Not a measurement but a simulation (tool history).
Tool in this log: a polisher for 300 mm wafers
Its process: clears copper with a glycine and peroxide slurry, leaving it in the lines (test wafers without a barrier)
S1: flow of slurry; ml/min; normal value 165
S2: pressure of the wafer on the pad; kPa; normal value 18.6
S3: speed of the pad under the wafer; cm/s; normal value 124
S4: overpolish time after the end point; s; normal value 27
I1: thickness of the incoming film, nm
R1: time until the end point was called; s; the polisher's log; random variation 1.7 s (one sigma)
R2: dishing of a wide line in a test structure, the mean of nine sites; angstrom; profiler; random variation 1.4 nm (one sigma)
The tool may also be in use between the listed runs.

run 1 hour=0.0 | S1=165 S2=18.6 S3=124 S4=27 | I1=773.9 | R1=133.2 R2=763
run 2 hour=7.7 | S1=165 S2=18.6 S3=124 S4=27 | I1=788.6 | R1=135.4 R2=793
run 3 hour=23.2 | S1=165 S2=18.6 S3=124 S4=16 | I1=774.1 | R1=135.1 R2=549
-- hour=40.5 head pressure recalibrated
run 4 hour=41.0 | S1=165 S2=18.6 S3=124 S4=27 | I1=771.9 | R1=135.5 R2=751
run 5 hour=47.9 | S1=165 S2=18.6 S3=124 S4=27 | I1=779.4 | R1=135.5 R2=757
run 6 hour=65.0 | S1=165 S2=20.0 S3=124 S4=27 | I1=764.7 | R1=128.8 R2=804
-- hour=66.8 slurry nozzle cleaned
run 7 hour=73.3 | S1=165 S2=20.0 S3=124 S4=27 | I1=782.1 | R1=130.5 R2=790
run 8 hour=82.4 | S1=165 S2=20.0 S3=124 S4=27 | I1=776.1 | R1=133.6 R2=776
-- hour=101.7 worn pad replaced by a new one
run 9 hour=102.2 | S1=165 S2=18.6 S3=124 S4=27 | I1=783.1 | R1=130.1 R2=779
run 10 hour=112.1 | S1=165 S2=18.6 S3=124 S4=27 | I1=770.1 | R1=131.1 R2=788
run 11 hour=120.5 | S1=165 S2=18.6 S3=124 S4=27 | I1=781.2 | R1=134.6 R2=763
run 12 hour=127.8 | S1=165 S2=18.6 S3=124 S4=27 | I1=776.3 | R1=132.3 R2=765
run 13 hour=139.1 | S1=165 S2=18.6 S3=124 S4=27 | I1=770.5 | R1=131.5 R2=754
run 14 hour=145.3 | S1=165 S2=18.6 S3=100 S4=27 | I1=772.9 | R1=162.1 R2=706
run 15 hour=163.0 | S1=165 S2=15.2 S3=96 S4=41 | I1=793.9 | R1=198.4 R2=792
run 16 hour=178.5 | S1=165 S2=18.6 S3=124 S4=27 | I1=790.9 | R1=138.8 R2=766
run 17 hour=194.4 | S1=165 S2=18.6 S3=136 S4=27 | I1=765.3 | R1=129.5 R2=766
run 18 hour=211.3 | S1=165 S2=18.6 S3=104 S4=42 | I1=784.8 | R1=161.2 R2=888
run 19 hour=221.6 | S1=165 S2=18.6 S3=124 S4=27 | I1=789.5 | R1=144.0 R2=742
run 20 hour=234.4 | S1=165 S2=18.6 S3=124 S4=27 | I1=778.2 | R1=145.1 R2=727
run 21 hour=242.8 | S1=210 S2=14.5 S3=124 S4=43 | I1=770.4 | R1=171.6 R2=812
-- hour=251.8 worn pad replaced by a new one
run 22 hour=252.3 | S1=165 S2=15.2 S3=124 S4=27 | I1=775.3 | R1=155.1 R2=680
run 23 hour=256.3 | S1=165 S2=18.6 S3=124 S4=27 | I1=790.4 | R1=136.1 R2=772
run 24 hour=272.9 | S1=190 S2=15.2 S3=142 S4=27 | I1=779.6 | R1=135.7 R2=756
run 25 hour=286.3 | S1=120 S2=23.4 S3=166 S4=27 | I1=764.9 | R1=90.2 R2=926
run 26 hour=295.5 | S1=165 S2=18.6 S3=124 S4=27 | I1=797.9 | R1=137.1 R2=761
run 27 hour=305.0 | S1=165 S2=22.1 S3=160 S4=27 | I1=787.8 | R1=95.1 R2=940
run 28 hour=322.6 | S1=165 S2=18.6 S3=124 S4=32 | I1=773.1 | R1=131.4 R2=831
run 29 hour=333.3 | S1=165 S2=20.7 S3=162 S4=27 | I1=777.2 | R1=100.1 R2=878
run 30 hour=368.8 | S1=165 S2=18.6 S3=124 S4=27 | I1=774.6 | R1=141.3 R2=746
run 31 hour=380.2 | S1=200 S2=13.1 S3=154 S4=15 | I1=788.7 | R1=157.0 R2=462
run 32 hour=389.5 | S1=165 S2=18.6 S3=124 S4=27 | I1=766.5 | R1=143.5 R2=716
run 33 hour=397.3 | S1=135 S2=23.4 S3=152 S4=33 | I1=787.5 | R1=108.0 R2=978
-- hour=404.2 worn pad replaced by a new one
run 34 hour=406.9 | S1=120 S2=18.6 S3=124 S4=27 | I1=778.2 | R1=144.0 R2=742
run 35 hour=419.5 | S1=165 S2=18.6 S3=124 S4=27 | I1=783.7 | R1=134.3 R2=782
run 36 hour=432.3 | S1=210 S2=20.7 S3=156 S4=43 | I1=780.3 | R1=99.9 R2=1049

Exercise: give the hidden state of the tool at every run:
slurry flow missing at the pad, %: 0 across all the runs
deviation of the head's pressure from its setpoint, %: 0 across all the runs
H1: removal rate lost through wear of the pad, %
run=1 H1=0.722
run=2 H1=1
run=3 H1=1.73
run=4 H1=2.86
run=5 H1=3.38
run=6 H1=4.86
run=7 H1=5.68
run=8 H1=6.65
run=9 H1=0.698
run=10 H1=0.749
run=11 H1=0.866
run=12 H1=1.02
run=13 H1=1.37
run=14 H1=1.61
run=15 H1=2.49
run=16 H1=3.52
run=17 H1=4.81
run=18 H1=6.44
run=19 H1=7.58
run=20 H1=9.12
run=21 H1=10.2
run=22 H1=0.528
run=23 H1=0.537
run=24 H1=0.741
run=25 H1=1.1
run=26 H1=1.44
run=27 H1=1.88
run=28 H1=2.93
run=29 H1=3.71
run=30 H1=7.08
run=31 H1=8.42
run=32 H1=9.61
run=33 H1=10.7
run=34 H1=2.24
run=35 H1=2.34
run=36 H1=2.61
